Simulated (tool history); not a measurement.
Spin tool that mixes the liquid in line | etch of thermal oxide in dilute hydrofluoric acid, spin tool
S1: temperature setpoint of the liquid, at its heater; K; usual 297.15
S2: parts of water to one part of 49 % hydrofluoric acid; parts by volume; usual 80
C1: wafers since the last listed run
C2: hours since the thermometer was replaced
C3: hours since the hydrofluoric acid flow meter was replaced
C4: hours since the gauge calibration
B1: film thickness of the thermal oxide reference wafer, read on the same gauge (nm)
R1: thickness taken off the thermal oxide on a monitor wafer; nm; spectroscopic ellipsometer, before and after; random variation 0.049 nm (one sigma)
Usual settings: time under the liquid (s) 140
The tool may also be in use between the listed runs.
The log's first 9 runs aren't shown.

{"run": 10, "hour": 853.2, "S1": 297.15, "S2": 80, "time under the liquid (s)": 140, "C1": 502, "C2": 444.9, "C3": 175.4, "C4": 4021.3, "B1": 80, "R1": 8.9}
{"run": 11, "hour": 896.7, "S1": 297.15, "S2": 90, "time under the liquid (s)": 80, "C1": 347, "C2": 488.4, "C3": 218.9, "C4": 4064.8, "B1": 79.97, "R1": 4.47}
{"run": 12, "hour": 940.3, "S1": 297.15, "S2": 80, "time under the liquid (s)": 140, "C1": 348, "C2": 532, "C3": 262.5, "C4": 4108.4, "B1": 80.01, "R1": 8.94}
{"run": 13, "hour": 991.3, "S1": 297.15, "S2": 80, "time under the liquid (s)": 140, "C1": 407, "C2": 583, "C3": 313.5, "C4": 4159.4, "B1": 80, "R1": 9.04}
{"run": 14, "hour": 1051.9, "S1": 297.15, "S2": 95, "time under the liquid (s)": 175, "C1": 483, "C2": 643.6, "C3": 374.1, "C4": 4220, "B1": 80.03, "R1": 9.33}
{"run": 15, "hour": 1133.7, "S1": 293.15, "S2": 95, "time under the liquid (s)": 170, "C1": 653, "C2": 725.4, "C3": 455.9, "C4": 4301.8, "B1": 80.05, "R1": 7.8}
{"run": 16, "hour": 1208.9, "S1": 297.15, "S2": 80, "time under the liquid (s)": 140, "C1": 600, "C2": 800.6, "C3": 531.1, "C4": 4377, "B1": 80.01, "R1": 9.27}
{"run": 17, "hour": 1251.0, "S1": 299.65, "S2": 80, "time under the liquid (s)": 220, "C1": 336, "C2": 842.7, "C3": 573.2, "C4": 4419.1, "B1": 80, "R1": 16.01}
{"run": 18, "hour": 1314.4, "S1": 299.65, "S2": 100, "time under the liquid (s)": 70, "C1": 506, "C2": 906.1, "C3": 636.6, "C4": 4482.5, "B1": 80.01, "R1": 3.96}
{"run": 19, "hour": 1358.2, "S1": 293.65, "S2": 45, "time under the liquid (s)": 70, "C1": 349, "C2": 949.9, "C3": 680.4, "C4": 4526.3, "B1": 79.94, "R1": 7.43}
{"run": 20, "hour": 1448.3, "S1": 297.15, "S2": 80, "time under the liquid (s)": 80, "C1": 719, "C2": 1040, "C3": 770.5, "C4": 4616.4, "B1": 80.01, "R1": 5.37}
{"run": 21, "hour": 1539.5, "S1": 297.15, "S2": 80, "time under the liquid (s)": 140, "C1": 728, "C2": 1131.2, "C3": 861.7, "C4": 4707.6, "B1": 79.98, "R1": 9.47}
{"run": 22, "hour": 1639.2, "S1": 297.15, "S2": 80, "time under the liquid (s)": 140, "C1": 795, "C2": 1230.9, "C3": 961.4, "C4": 4807.3, "B1": 80, "R1": 9.63}
{"hour": 1690.1, "done": "gauge calibrated"}
{"hour": 1723.5, "done": "hydrofluoric acid flow meter replaced"}
{"run": 23, "hour": 1734.2, "S1": 297.15, "S2": 50, "time under the liquid (s)": 140, "C1": 750, "C2": 1325.9, "C3": 10.7, "C4": 44.1, "B1": 80.02, "R1": 15.1}
{"run": 24, "hour": 1831.2, "S1": 297.15, "S2": 80, "time under the liquid (s)": 140, "C1": 774, "C2": 1422.9, "C3": 107.7, "C4": 141.1, "B1": 80.03, "R1": 9.09}
{"hour": 1980.2, "done": "thermometer replaced"}
{"run": 25, "hour": 2105.6, "S1": 301.15, "S2": 70, "time under the liquid (s)": 195, "C1": 2182, "C2": 125.4, "C3": 382.1, "C4": 415.5, "B1": 80, "R1": 17.21}
{"run": 26, "hour": 2189.1, "S1": 297.15, "S2": 105, "time under the liquid (s)": 140, "C1": 666, "C2": 208.9, "C3": 465.6, "C4": 499, "B1": 80.01, "R1": 6.74}
{"run": 27, "hour": 2354.8, "S1": 297.15, "S2": 100, "time under the liquid (s)": 60, "C1": 1322, "C2": 374.6, "C3": 631.3, "C4": 664.7, "B1": 79.96, "R1": 3.1}
{"run": 28, "hour": 2392.7, "S1": 300.15, "S2": 115, "time under the liquid (s)": 140, "C1": 302, "C2": 412.5, "C3": 669.2, "C4": 702.6, "B1": 79.99, "R1": 6.94}
{"run": 29, "hour": 2456.6, "S1": 292.65, "S2": 80, "time under the liquid (s)": 140, "C1": 510, "C2": 476.4, "C3": 733.1, "C4": 766.5, "B1": 80, "R1": 7.75}
{"run": 30, "hour": 2505.0, "S1": 297.15, "S2": 80, "time under the liquid (s)": 140, "C1": 386, "C2": 524.8, "C3": 781.5, "C4": 814.9, "B1": 80.04, "R1": 9.37}
{"hour": 2527.7, "done": "hydrofluoric acid flow meter replaced"}
{"run": 31, "hour": 2702.7, "S1": 297.15, "S2": 80, "time under the liquid (s)": 140, "C1": 1570, "C2": 722.5, "C3": 175, "C4": 1012.6, "B1": 80.06, "R1": 9.1}
{"run": 32, "hour": 2792.0, "S1": 301.15, "S2": 80, "time under the liquid (s)": 175, "C1": 712, "C2": 811.8, "C3": 264.3, "C4": 1101.9, "B1": 80.02, "R1": 13.3}
{"run": 33, "hour": 2835.5, "S1": 297.15, "S2": 115, "time under the liquid (s)": 85, "C1": 347, "C2": 855.3, "C3": 307.8, "C4": 1145.4, "B1": 79.94, "R1": 3.71}
{"run": 34, "hour": 2899.2, "S1": 294.15, "S2": 120, "time under the liquid (s)": 180, "C1": 508, "C2": 919, "C3": 371.5, "C4": 1209.1, "B1": 79.97, "R1": 6.64}

Forecast each of these 3 alternatives for the next run:
{"run": "A", "hour": 2899.7, "S1": 297.15, "S2": 80, "time under the liquid (s)": 140, "C1": 3, "C2": 919.5, "C3": 372, "C4": 1209.6, "B1": "?", "R1": "?"}
{"run": "B", "hour": 2899.7, "S1": 293.65, "S2": 80, "time under the liquid (s)": 85, "C1": 3, "C2": 919.5, "C3": 372, "C4": 1209.6, "B1": "?", "R1": "?"}
{"run": "C", "hour": 2899.7, "S1": 297.15, "S2": 55, "time under the liquid (s)": 95, "C1": 3, "C2": 919.5, "C3": 372, "C4": 1209.6, "B1": "?", "R1": "?"}

run=A B1=79.97 R1=9.21
run=B B1=79.97 R1=4.85
run=C B1=79.97 R1=9.38
Without the tool's hidden state the same runs would have given:
run=A R1=8.76
run=B R1=4.61
run=C R1=8.93
